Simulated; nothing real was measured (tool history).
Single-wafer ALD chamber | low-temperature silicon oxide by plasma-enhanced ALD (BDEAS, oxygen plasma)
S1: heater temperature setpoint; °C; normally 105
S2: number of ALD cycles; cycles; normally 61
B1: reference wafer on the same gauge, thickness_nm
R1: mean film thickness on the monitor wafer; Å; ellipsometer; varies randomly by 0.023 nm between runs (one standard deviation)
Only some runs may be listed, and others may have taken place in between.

{"run": 1, "hour": 0.0, "S1": 105, "S2": 61, "B1": 9.906, "R1": 90.16}
{"run": 2, "hour": 6.7, "S1": 105, "S2": 64, "B1": 9.912, "R1": 94.68}
{"run": 3, "hour": 14.5, "S1": 105, "S2": 64, "B1": 9.918, "R1": 95.15}
{"run": 4, "hour": 53.7, "S1": 105, "S2": 64, "B1": 9.914, "R1": 94.95}
{"run": 5, "hour": 64.1, "S1": 105, "S2": 61, "B1": 9.922, "R1": 90.62}
{"run": 6, "hour": 72.6, "S1": 105, "S2": 67, "B1": 9.896, "R1": 99.41}
{"hour": 84.6, "done": "thermocouple changed; heater temperature recalibrated"}
{"run": 7, "hour": 85.1, "S1": 105, "S2": 67, "B1": 9.909, "R1": 99.43}
{"run": 8, "hour": 87.2, "S1": 105, "S2": 61, "B1": 9.911, "R1": 90.35}
{"hour": 99.3, "done": "gauge calibrated"}
{"run": 9, "hour": 102.3, "S1": 105, "S2": 61, "B1": 9.918, "R1": 90.53}
{"run": 10, "hour": 113.0, "S1": 110, "S2": 54, "B1": 9.908, "R1": 79.23}
{"run": 11, "hour": 122.5, "S1": 119, "S2": 51, "B1": 9.905, "R1": 73.34}
{"run": 12, "hour": 131.9, "S1": 109, "S2": 61, "B1": 9.919, "R1": 89.81}
{"run": 13, "hour": 143.8, "S1": 90, "S2": 72, "B1": 9.904, "R1": 111.69}
{"run": 14, "hour": 151.3, "S1": 105, "S2": 61, "B1": 9.897, "R1": 90.43}
{"run": 15, "hour": 159.1, "S1": 91, "S2": 58, "B1": 9.917, "R1": 90.21}

Forecast run 16:
{"run": 16, "hour": 167.2, "S1": 105, "S2": 55, "B1": "?", "R1": "?"}

{"run 16": {"B1": 9.911, "R1": 81.71}}
Were there no unlogged condition in the tool, this run, its random variation unchanged, would have produced R1 81.71 Å.

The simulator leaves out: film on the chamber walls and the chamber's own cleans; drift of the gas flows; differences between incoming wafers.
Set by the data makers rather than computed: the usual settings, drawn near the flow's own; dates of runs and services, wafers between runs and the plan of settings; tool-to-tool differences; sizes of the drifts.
